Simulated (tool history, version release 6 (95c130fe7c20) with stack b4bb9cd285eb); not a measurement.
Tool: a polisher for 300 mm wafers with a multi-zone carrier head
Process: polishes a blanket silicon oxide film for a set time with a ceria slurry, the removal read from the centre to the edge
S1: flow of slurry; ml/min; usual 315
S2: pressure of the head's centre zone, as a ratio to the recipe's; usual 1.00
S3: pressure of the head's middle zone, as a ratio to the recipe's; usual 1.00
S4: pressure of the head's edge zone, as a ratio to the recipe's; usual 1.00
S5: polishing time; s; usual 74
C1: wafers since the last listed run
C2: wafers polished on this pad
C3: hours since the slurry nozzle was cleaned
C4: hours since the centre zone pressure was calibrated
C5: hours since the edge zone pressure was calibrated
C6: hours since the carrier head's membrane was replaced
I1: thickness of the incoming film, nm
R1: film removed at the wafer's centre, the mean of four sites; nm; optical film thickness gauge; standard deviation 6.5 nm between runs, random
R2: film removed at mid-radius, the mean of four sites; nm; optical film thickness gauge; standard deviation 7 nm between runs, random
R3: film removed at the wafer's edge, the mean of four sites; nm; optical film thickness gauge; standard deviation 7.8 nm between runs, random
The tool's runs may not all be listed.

run    hour   S1    S2    S3    S4  S5    C1    C2     C3      C4     C5     C6      I1     R1     R2     R3
  1     0.0  315  1.00  1.00  1.00  74     0  1530   65.0   167.8  230.0  786.2  1832.6  499.4  523.9  513.3
  2    39.9  235  1.00  0.97  1.00  74   474  2005  104.9   207.7  269.9  826.1  1855.8  463.5  485.4  500.1
  3    69.2  360  1.00  1.06  1.00  93   348  2353  134.2   237.0  299.2  855.4  1798.9  613.9  685.5  657.6
  4   129.7  315  1.00  1.00  1.00  86   719  3072  194.7   297.5  359.7  915.9  1785.3  562.8  616.9  607.8
      159.2  -- carrier head's membrane replaced by a new one
  5   183.5  240  1.00  1.00  1.00  74   580  3653  248.5   351.3  413.5   24.3  1826.2  463.8  493.2  517.8
  6   216.2  315  0.97  1.00  1.00  74   388  4042  281.2   384.0  446.2   57.0  1833.6  449.7  537.0  537.1
  7   286.4  315  0.94  1.00  1.00  74   834  4876  351.4   454.2  516.4  127.2  1831.6  445.5  514.9  523.2
      333.5  -- worn pad replaced by a new one
  8   358.3  270  1.00  1.11  1.00  90   807   294  423.3   526.1  588.3  199.1  1826.2  552.9  658.6  622.1
      372.3  -- slurry nozzle cleaned
  9   405.4  315  1.00  1.00  1.00  74   548   843   33.1   573.2  635.4  246.2  1849.4  458.7  527.7  528.4
 10   464.4  315  1.00  1.00  1.00  74   701  1544   92.1   632.2  694.4  305.2  1816.0  468.2  515.3  517.9
 11   501.0  315  1.00  1.00  0.91  63   435  1979  128.7   668.8  731.0  341.8  1810.3  392.7  438.0  442.8
 12   559.9  315  1.04  1.00  1.00  74   700  2680  187.6   727.7  789.9  400.7  1811.1  472.7  523.9  533.8
 13   597.1  315  1.08  1.09  1.00  74   442  3122  224.8   764.9  827.1  437.9  1810.8  488.1  544.3  528.8
      628.7  -- edge zone pressure recalibrated
      694.6  -- worn pad replaced by a new one
 14   743.2  400  0.96  1.00  1.00  74  1666   577  370.9   911.0  114.5  584.0  1853.4  454.9  523.9  534.4
      764.4  -- slurry nozzle cleaned
 15   793.8  315  1.00  1.00  1.00  74   589  1167   29.4   961.6  165.1  634.6  1857.8  452.8  522.1  536.1
 16   864.1  315  1.00  1.00  1.00  74   836  2003   99.7  1031.9  235.4  704.9  1841.5  453.4  515.2  535.7
 17   906.8  245  1.11  1.00  1.00  74   507  2511  142.4  1074.6  278.1  747.6  1838.3  488.7  513.3  520.1
      949.2  -- centre zone pressure recalibrated
 18   949.7  315  0.92  1.00  1.00  74   486  2998  185.3     0.5  321.0  790.5  1814.4  482.3  515.2  507.7
 19  1005.4  365  1.06  1.00  1.10  86   662  3660  241.0    56.2  376.7  846.2  1813.2  639.6  613.3  658.5
 20  1056.6  315  1.00  1.00  1.09  67   608  4269  292.2   107.4  427.9  897.4  1853.4  453.7  462.8  495.3
 21  1083.1  315  0.89  1.06  1.12  74   315  4584  318.7   133.9  454.4  923.9  1839.6  441.1  534.3  555.5

5 ways to go on from here, each from the tool as it stands after run 21. What would each give?
  A  1083.5  315  1.00  1.00  1.00  74   4  4589  319.1  134.3  454.8  924.3  1802.5   ?   ?   ?
  B  1083.5  315  1.00  1.06  0.89  94   4  4589  319.1  134.3  454.8  924.3  1802.5   ?   ?   ?
  C  1083.5  315  0.89  0.88  1.00  86   4  4589  319.1  134.3  454.8  924.3  1802.5   ?   ?   ?
  D  1083.5  315  0.97  0.96  0.90  67   4  4589  319.1  134.3  454.8  924.3  1802.5   ?   ?   ?
  E  1083.5  380  1.00  1.11  1.00  83   4  4589  319.1  134.3  454.8  924.3  1802.5   ?   ?   ?

run     R1     R2     R3
  A  492.5  517.2  524.9
  B  625.7  677.9  630.9
  C  508.5  563.4  610.6
  D  432.3  458.5  452.4
  E  563.2  624.4  596.1
What these runs would have given with no unlogged condition in the tool:
run     R1     R2     R3
  A  503.9  517.1  524.9
  B  640.3  677.8  630.9
  C  520.5  563.3  610.6
  D  442.4  458.5  452.4
  E  576.4  624.4  596.1

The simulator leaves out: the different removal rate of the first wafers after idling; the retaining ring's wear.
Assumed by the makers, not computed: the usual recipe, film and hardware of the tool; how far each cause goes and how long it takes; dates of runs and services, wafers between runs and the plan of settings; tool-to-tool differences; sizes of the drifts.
